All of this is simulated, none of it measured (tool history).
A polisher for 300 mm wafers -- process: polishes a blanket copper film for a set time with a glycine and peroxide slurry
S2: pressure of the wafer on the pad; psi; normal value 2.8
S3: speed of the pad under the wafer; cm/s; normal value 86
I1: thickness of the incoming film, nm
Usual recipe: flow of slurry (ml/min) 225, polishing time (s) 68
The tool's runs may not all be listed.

{"run": 1, "hour": 0.0, "flow of slurry (ml/min)": 245, "S2": 2.8, "S3": 86, "polishing time (s)": 68, "I1": 2384.6, "film removed (Å)": 3208}
{"hour": 10.4, "done": "worn pad replaced by a new one"}
{"run": 2, "hour": 15.4, "flow of slurry (ml/min)": 245, "S2": 2.8, "S3": 86, "polishing time (s)": 68, "I1": 2429.1, "film removed (Å)": 3148}
{"run": 3, "hour": 29.2, "flow of slurry (ml/min)": 245, "S2": 2.8, "S3": 86, "polishing time (s)": 68, "I1": 2363.3, "film removed (Å)": 3159}
{"run": 4, "hour": 41.1, "flow of slurry (ml/min)": 225, "S2": 3.3, "S3": 86, "polishing time (s)": 68, "I1": 2346.4, "film removed (Å)": 3551}
{"run": 5, "hour": 55.3, "flow of slurry (ml/min)": 225, "S2": 3.3, "S3": 86, "polishing time (s)": 68, "I1": 2391.5, "film removed (Å)": 3570}
{"run": 6, "hour": 71.7, "flow of slurry (ml/min)": 225, "S2": 3.3, "S3": 86, "polishing time (s)": 68, "I1": 2381.9, "film removed (Å)": 3602}
{"run": 7, "hour": 88.4, "flow of slurry (ml/min)": 225, "S2": 2.8, "S3": 86, "polishing time (s)": 68, "I1": 2391.2, "film removed (Å)": 3004}
{"hour": 98.0, "done": "worn pad replaced by a new one"}
{"run": 8, "hour": 101.6, "flow of slurry (ml/min)": 225, "S2": 2.8, "S3": 86, "polishing time (s)": 68, "I1": 2380.2, "film removed (Å)": 3209}
{"run": 9, "hour": 114.9, "flow of slurry (ml/min)": 225, "S2": 2.8, "S3": 86, "polishing time (s)": 68, "I1": 2399.5, "film removed (Å)": 3116}
{"run": 10, "hour": 125.0, "flow of slurry (ml/min)": 225, "S2": 2.8, "S3": 86, "polishing time (s)": 68, "I1": 2380.4, "film removed (Å)": 3099}
{"run": 11, "hour": 133.0, "flow of slurry (ml/min)": 225, "S2": 2.8, "S3": 86, "polishing time (s)": 68, "I1": 2361.3, "film removed (Å)": 3110}
{"run": 12, "hour": 145.9, "flow of slurry (ml/min)": 225, "S2": 2.8, "S3": 86, "polishing time (s)": 68, "I1": 2386.4, "film removed (Å)": 3134}
{"run": 13, "hour": 158.8, "flow of slurry (ml/min)": 225, "S2": 2.3, "S3": 80, "polishing time (s)": 68, "I1": 2387.2, "film removed (Å)": 2567}
{"run": 14, "hour": 171.2, "flow of slurry (ml/min)": 225, "S2": 2.3, "S3": 80, "polishing time (s)": 68, "I1": 2374.6, "film removed (Å)": 2497}
{"run": 15, "hour": 181.8, "flow of slurry (ml/min)": 225, "S2": 3.2, "S3": 86, "polishing time (s)": 60, "I1": 2394.7, "film removed (Å)": 3126}
{"run": 16, "hour": 189.8, "flow of slurry (ml/min)": 275, "S2": 2.8, "S3": 86, "polishing time (s)": 68, "I1": 2396.3, "film removed (Å)": 3150}
{"hour": 192.4, "done": "head pressure recalibrated"}
{"run": 17, "hour": 196.7, "flow of slurry (ml/min)": 225, "S2": 2.8, "S3": 86, "polishing time (s)": 68, "I1": 2395.7, "film removed (Å)": 3058}
{"run": 18, "hour": 205.0, "flow of slurry (ml/min)": 165, "S2": 3.6, "S3": 108, "polishing time (s)": 45, "I1": 2379.7, "film removed (Å)": 2757}
{"hour": 213.5, "done": "worn pad replaced by a new one"}
{"run": 19, "hour": 217.8, "flow of slurry (ml/min)": 225, "S2": 2.2, "S3": 86, "polishing time (s)": 60, "I1": 2377.1, "film removed (Å)": 2208}
{"run": 20, "hour": 231.9, "flow of slurry (ml/min)": 225, "S2": 2.8, "S3": 86, "polishing time (s)": 68, "I1": 2376.5, "film removed (Å)": 3137}
{"run": 21, "hour": 247.1, "flow of slurry (ml/min)": 225, "S2": 3.2, "S3": 86, "polishing time (s)": 77, "I1": 2383.6, "film removed (Å)": 3864}
{"run": 22, "hour": 260.2, "flow of slurry (ml/min)": 225, "S2": 2.8, "S3": 86, "polishing time (s)": 68, "I1": 2378.5, "film removed (Å)": 3162}
{"run": 23, "hour": 267.8, "flow of slurry (ml/min)": 225, "S2": 2.8, "S3": 106, "polishing time (s)": 68, "I1": 2387.9, "film removed (Å)": 3714}
{"run": 24, "hour": 278.0, "flow of slurry (ml/min)": 225, "S2": 2.8, "S3": 78, "polishing time (s)": 68, "I1": 2405.5, "film removed (Å)": 2862}
{"run": 25, "hour": 287.3, "flow of slurry (ml/min)": 225, "S2": 2.8, "S3": 86, "polishing time (s)": 68, "I1": 2437.6, "film removed (Å)": 3076}
{"hour": 301.2, "done": "slurry nozzle cleaned"}
{"hour": 304.8, "done": "worn pad replaced by a new one"}
{"run": 26, "hour": 305.3, "flow of slurry (ml/min)": 225, "S2": 2.1, "S3": 68, "polishing time (s)": 59, "I1": 2376, "film removed (Å)": 1941}
{"run": 27, "hour": 309.7, "flow of slurry (ml/min)": 225, "S2": 3.3, "S3": 86, "polishing time (s)": 68, "I1": 2389.7, "film removed (Å)": 3820}
{"run": 28, "hour": 318.4, "flow of slurry (ml/min)": 225, "S2": 2.8, "S3": 86, "polishing time (s)": 68, "I1": 2416.3, "film removed (Å)": 3444}
{"run": 29, "hour": 335.5, "flow of slurry (ml/min)": 285, "S2": 3.3, "S3": 98, "polishing time (s)": 54, "I1": 2395.3, "film removed (Å)": 3460}
{"run": 30, "hour": 341.7, "flow of slurry (ml/min)": 185, "S2": 3.5, "S3": 112, "polishing time (s)": 54, "I1": 2388.6, "film removed (Å)": 3838}
{"run": 31, "hour": 358.3, "flow of slurry (ml/min)": 225, "S2": 2.5, "S3": 86, "polishing time (s)": 76, "I1": 2402.2, "film removed (Å)": 3362}
{"run": 32, "hour": 365.2, "flow of slurry (ml/min)": 300, "S2": 2.8, "S3": 86, "polishing time (s)": 76, "I1": 2378.2, "film removed (Å)": 3871}
{"run": 33, "hour": 379.4, "flow of slurry (ml/min)": 225, "S2": 2.5, "S3": 86, "polishing time (s)": 57, "I1": 2397.5, "film removed (Å)": 2508}
{"run": 34, "hour": 385.5, "flow of slurry (ml/min)": 225, "S2": 2, "S3": 104, "polishing time (s)": 68, "I1": 2403.4, "film removed (Å)": 2967}
{"run": 35, "hour": 393.0, "flow of slurry (ml/min)": 225, "S2": 2.4, "S3": 104, "polishing time (s)": 68, "I1": 2428.3, "film removed (Å)": 3386}
{"hour": 401.1, "done": "worn pad replaced by a new one"}
{"run": 36, "hour": 410.0, "flow of slurry (ml/min)": 195, "S2": 2.8, "S3": 86, "polishing time (s)": 86, "I1": 2345.9, "film removed (Å)": 4072}
{"run": 37, "hour": 420.8, "flow of slurry (ml/min)": 205, "S2": 2.8, "S3": 86, "polishing time (s)": 52, "I1": 2425.8, "film removed (Å)": 2544}
{"run": 38, "hour": 434.1, "flow of slurry (ml/min)": 225, "S2": 3.4, "S3": 86, "polishing time (s)": 44, "I1": 2342, "film removed (Å)": 2453}

The same runs without the tool's hidden state, with the same run-to-run variation:
Hidden state at play: removal rate lost through wear of the pad, %; slurry flow missing at the pad, %; deviation of the head's pressure from its setpoint, %.
run=1 film_removed_(Å)=3441
run=2 film_removed_(Å)=3380
run=3 film_removed_(Å)=3395
run=4 film_removed_(Å)=3845
run=5 film_removed_(Å)=3869
run=6 film_removed_(Å)=3908
run=7 film_removed_(Å)=3262
run=8 film_removed_(Å)=3488
run=9 film_removed_(Å)=3389
run=10 film_removed_(Å)=3373
run=11 film_removed_(Å)=3386
run=12 film_removed_(Å)=3414
run=13 film_removed_(Å)=2798
run=14 film_removed_(Å)=2723
run=15 film_removed_(Å)=3412
run=16 film_removed_(Å)=3384
run=17 film_removed_(Å)=3339
run=18 film_removed_(Å)=3112
run=19 film_removed_(Å)=2413
run=20 film_removed_(Å)=3430
run=21 film_removed_(Å)=4227
run=22 film_removed_(Å)=3461
run=23 film_removed_(Å)=4066
run=24 film_removed_(Å)=3135
run=25 film_removed_(Å)=3370
run=26 film_removed_(Å)=1953
run=27 film_removed_(Å)=3848
run=28 film_removed_(Å)=3476
run=29 film_removed_(Å)=3496
run=30 film_removed_(Å)=3906
run=31 film_removed_(Å)=3424
run=32 film_removed_(Å)=3928
run=33 film_removed_(Å)=2566
run=34 film_removed_(Å)=3039
run=35 film_removed_(Å)=3473
run=36 film_removed_(Å)=4212
run=37 film_removed_(Å)=2634
run=38 film_removed_(Å)=2538
